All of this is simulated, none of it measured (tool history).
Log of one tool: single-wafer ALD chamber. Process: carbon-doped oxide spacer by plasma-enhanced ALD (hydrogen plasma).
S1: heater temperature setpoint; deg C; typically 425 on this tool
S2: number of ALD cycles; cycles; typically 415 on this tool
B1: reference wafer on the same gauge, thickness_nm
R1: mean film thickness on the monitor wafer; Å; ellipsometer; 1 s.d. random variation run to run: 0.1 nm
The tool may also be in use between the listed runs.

run	hour	S1	S2	B1	R1
1	0.0	425	395	15.994	187.51
2	28.6	425	395	15.997	187.10
3	50.7	429	452	16.009	211.62
4	84.8	429	452	16.019	211.15
5	119.7	429	452	15.986	208.94
6	133.3	425	415	16.005	195.31
7	167.6	425	415	15.992	195.84
8	202.8	425	415	16.010	195.14
9	237.6	425	415	15.996	194.77
10	253.1	425	415	16.001	196.43
11	287.5	425	415	16.005	195.92
12	300.0	425	415	15.987	194.86
13	330.7	425	415	16.019	195.12
14	353.1	425	415	15.994	195.54
15	379.5	425	415	15.971	195.63
16	413.2	425	415	16.020	196.50
17	430.4	425	415	15.990	194.98
18	459.5	425	415	16.008	195.90
19	489.4	425	463	15.997	217.23
20	513.8	425	463	15.998	217.57
21	534.0	425	463	15.972	218.31
22	554.8	425	415	16.011	196.05
23	590.0	412	347	15.971	170.51
24	602.6	425	415	16.007	194.34
# hour 627.2: thermocouple changed; heater temperature recalibrated
25	632.0	438	415	15.991	187.81
26	653.0	421	493	16.002	234.57
27	684.0	425	384	16.007	180.12
28	706.8	425	415	16.012	194.90
29	741.2	434	483	16.003	221.72
30	756.4	439	470	16.000	211.40

Run 31, settings as shown, results not yet in. Your forecast:
31	782.4	415	367	?	?

{"run 31": {"B1": 15.987, "R1": 178.58}}
The same run, on a tool lacking any hidden state, would have yielded R1 178.58 Å.
